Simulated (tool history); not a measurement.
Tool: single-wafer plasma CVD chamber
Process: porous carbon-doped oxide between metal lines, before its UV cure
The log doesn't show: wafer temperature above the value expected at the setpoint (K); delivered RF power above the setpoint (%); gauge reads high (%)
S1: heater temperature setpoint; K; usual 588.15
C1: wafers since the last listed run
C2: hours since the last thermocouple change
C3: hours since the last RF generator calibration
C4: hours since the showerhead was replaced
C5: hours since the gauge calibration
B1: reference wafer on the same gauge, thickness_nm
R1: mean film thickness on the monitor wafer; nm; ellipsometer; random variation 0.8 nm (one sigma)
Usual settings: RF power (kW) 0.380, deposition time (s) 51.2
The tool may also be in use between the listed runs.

run 1 day=0.000 | S1=592.15 RF_power_(kW)=0.380 deposition_time_(s)=51.2 | C1=0 C2=1213.2 C3=1157.6 C4=2984.1 C5=319.4 | B1=226.879 | R1=179.881
run 2 day=2.108 | S1=592.15 RF_power_(kW)=0.380 deposition_time_(s)=51.2 | C1=828 C2=1263.8 C3=1208.2 C4=3034.7 C5=370.0 | B1=227.041 | R1=179.221
run 3 day=3.771 | S1=588.15 RF_power_(kW)=0.380 deposition_time_(s)=51.2 | C1=653 C2=1303.7 C3=1248.1 C4=3074.6 C5=409.9 | B1=227.261 | R1=183.893
run 4 day=7.217 | S1=588.15 RF_power_(kW)=0.380 deposition_time_(s)=51.2 | C1=1354 C2=1386.4 C3=1330.8 C4=3157.3 C5=492.6 | B1=227.235 | R1=183.857
run 5 day=11.075 | S1=588.15 RF_power_(kW)=0.380 deposition_time_(s)=45.2 | C1=1516 C2=1479.0 C3=1423.4 C4=3249.9 C5=585.2 | B1=227.186 | R1=161.952
run 6 day=14.958 | S1=588.15 RF_power_(kW)=0.380 deposition_time_(s)=45.2 | C1=1525 C2=1572.2 C3=1516.6 C4=3343.1 C5=678.4 | B1=226.956 | R1=162.076
run 7 day=19.096 | S1=588.15 RF_power_(kW)=0.380 deposition_time_(s)=45.2 | C1=1625 C2=1671.5 C3=1615.9 C4=3442.4 C5=777.7 | B1=226.920 | R1=162.630
run 8 day=22.146 | S1=598.15 RF_power_(kW)=0.380 deposition_time_(s)=51.2 | C1=1198 C2=1744.7 C3=1689.1 C4=3515.6 C5=850.9 | B1=227.005 | R1=173.028
run 9 day=24.646 | S1=598.15 RF_power_(kW)=0.380 deposition_time_(s)=51.2 | C1=982 C2=1804.7 C3=1749.1 C4=3575.6 C5=910.9 | B1=227.075 | R1=173.035
run 10 day=28.267 | S1=592.15 RF_power_(kW)=0.315 deposition_time_(s)=51.2 | C1=1422 C2=1891.6 C3=1836.0 C4=3662.5 C5=997.8 | B1=226.926 | R1=149.366
-- day=29.979 showerhead replaced
-- day=30.575 thermocouple changed; heater temperature recalibrated
run 11 day=31.429 | S1=577.15 RF_power_(kW)=0.315 deposition_time_(s)=58.3 | C1=980 C2=20.5 C3=1911.9 C4=34.8 C5=1073.7 | B1=226.923 | R1=188.941
run 12 day=33.362 | S1=592.15 RF_power_(kW)=0.380 deposition_time_(s)=51.2 | C1=759 C2=66.9 C3=1958.3 C4=81.2 C5=1120.1 | B1=227.150 | R1=184.891
run 13 day=35.121 | S1=575.15 RF_power_(kW)=0.415 deposition_time_(s)=51.2 | C1=690 C2=109.1 C3=2000.5 C4=123.4 C5=1162.3 | B1=227.055 | R1=220.426
-- day=36.229 gauge calibrated
-- day=38.321 RF generator calibrated
run 14 day=38.371 | S1=588.15 RF_power_(kW)=0.380 deposition_time_(s)=56.9 | C1=1146 C2=187.1 C3=1.2 C4=201.4 C5=51.4 | B1=227.098 | R1=208.171

The next listed run, before its measurement:
run 15 day=40.104 | S1=592.15 RF_power_(kW)=0.380 deposition_time_(s)=55.0 | C1=681 C2=228.7 C3=42.8 C4=243.0 C5=93.0 | B1=? | R1=?

{"run 15": {"B1": 226.979, "R1": 196.905}}
Without the tool's hidden state the same run would have given R1 199.283 nm.

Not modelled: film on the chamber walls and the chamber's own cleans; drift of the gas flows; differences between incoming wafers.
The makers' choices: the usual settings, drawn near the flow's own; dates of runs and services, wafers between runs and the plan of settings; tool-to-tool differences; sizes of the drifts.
